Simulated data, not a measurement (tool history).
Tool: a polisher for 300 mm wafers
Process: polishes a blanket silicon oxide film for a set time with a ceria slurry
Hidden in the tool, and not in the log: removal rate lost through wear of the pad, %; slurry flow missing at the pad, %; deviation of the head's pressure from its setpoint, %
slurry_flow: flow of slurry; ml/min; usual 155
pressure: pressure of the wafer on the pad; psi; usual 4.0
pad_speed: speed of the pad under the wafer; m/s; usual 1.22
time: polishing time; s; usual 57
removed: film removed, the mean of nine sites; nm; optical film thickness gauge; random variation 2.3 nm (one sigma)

run    day  slurry_flow  pressure  pad_speed  time  wafers since the last listed run  wafers polished on this pad  hours since the slurry nozzle was cleaned  hours since the head pressure was calibrated  incoming thickness of the incoming film, nm  removed
  1  0.000          155       3.0       1.22    57                                 0                          117                                      346.1                                         978.2                                       1425.4    298.7
  2  0.304          155       3.0       1.22    57                                57                          175                                      353.4                                         985.5                                       1430.8    293.6
  3  0.679          155       3.0       1.22    57                                70                          246                                      362.4                                         994.5                                       1444.3    295.2
  4  1.046          110       4.8       1.22    57                                69                          315                                      371.2                                        1003.3                                       1448.3    419.1
  5  1.396          110       4.8       1.22    57                                66                          381                                      379.6                                        1011.7                                       1427.8    415.0
  6  1.779          110       4.8       1.22    57                                72                          454                                      388.8                                        1020.9                                       1424.5    414.6
  7  2.133          155       4.0       1.22    57                                66                          521                                      397.3                                        1029.4                                       1432.4    369.0
  8  2.771          155       4.0       1.22    57                               120                          641                                      412.6                                        1044.7                                       1450.4    367.7
  9  3.462          155       4.0       1.22    57                               130                          772                                      429.2                                        1061.3                                       1427.9    361.7
     3.638  -- head pressure recalibrated
     4.154  -- worn pad replaced by a new one
 10  5.296          175       4.0       1.58    45                               299                          215                                      473.2                                          39.8                                       1446.7    371.4
 11  5.879          155       4.0       1.22    57                               110                          325                                      487.2                                          53.8                                       1442.0    373.4
 12  6.142          155       4.0       1.44    64                                49                          375                                      493.5                                          60.1                                       1426.9    468.4
     6.238  -- slurry nozzle cleaned
 13  6.521          185       4.0       1.62    45                                63                          439                                        6.8                                          69.2                                       1434.6    404.8
 14  6.829          130       4.0       1.22    57                                58                          497                                       14.2                                          76.6                                       1436.7    383.2
 15  7.133          155       5.3       1.22    57                                57                          554                                       21.5                                          83.9                                       1460.6    505.7
 16  7.679          190       3.3       1.22    57                               103                          657                                       34.6                                          97.0                                       1421.0    330.5
 17  7.958          110       5.2       1.00    68                                52                          710                                       41.3                                         103.7                                       1454.9    469.9
 18  8.250          155       3.1       1.42    41                                55                          765                                       48.3                                         110.7                                       1473.3    245.4
     8.746  -- worn pad replaced by a new one
 19  8.762          130       4.0       1.22    57                                65                            2                                       60.6                                         123.0                                       1407.2    383.2

Forecast each of these 5 alternatives for the next run:
  A  8.779          155       4.0       1.22    57                                 3                            5                                       61.0                                         123.4                                       1462.4        ?
  B  8.779          155       4.0       0.96    57                                 3                            5                                       61.0                                         123.4                                       1462.4        ?
  C  8.779          190       4.0       1.22    57                                 3                            5                                       61.0                                         123.4                                       1462.4        ?
  D  8.779          125       4.0       1.46    57                                 3                            5                                       61.0                                         123.4                                       1462.4        ?
  E  8.779          185       3.6       1.22    39                                 3                            5                                       61.0                                         123.4                                       1462.4        ?

run  removed
  A    398.1
  B    330.8
  C    409.2
  D    445.7
  E    254.0
Without the tool's hidden state the same runs would have given:
run  removed
  A    406.6
  B    337.8
  C    416.9
  D    456.4
  E    258.9

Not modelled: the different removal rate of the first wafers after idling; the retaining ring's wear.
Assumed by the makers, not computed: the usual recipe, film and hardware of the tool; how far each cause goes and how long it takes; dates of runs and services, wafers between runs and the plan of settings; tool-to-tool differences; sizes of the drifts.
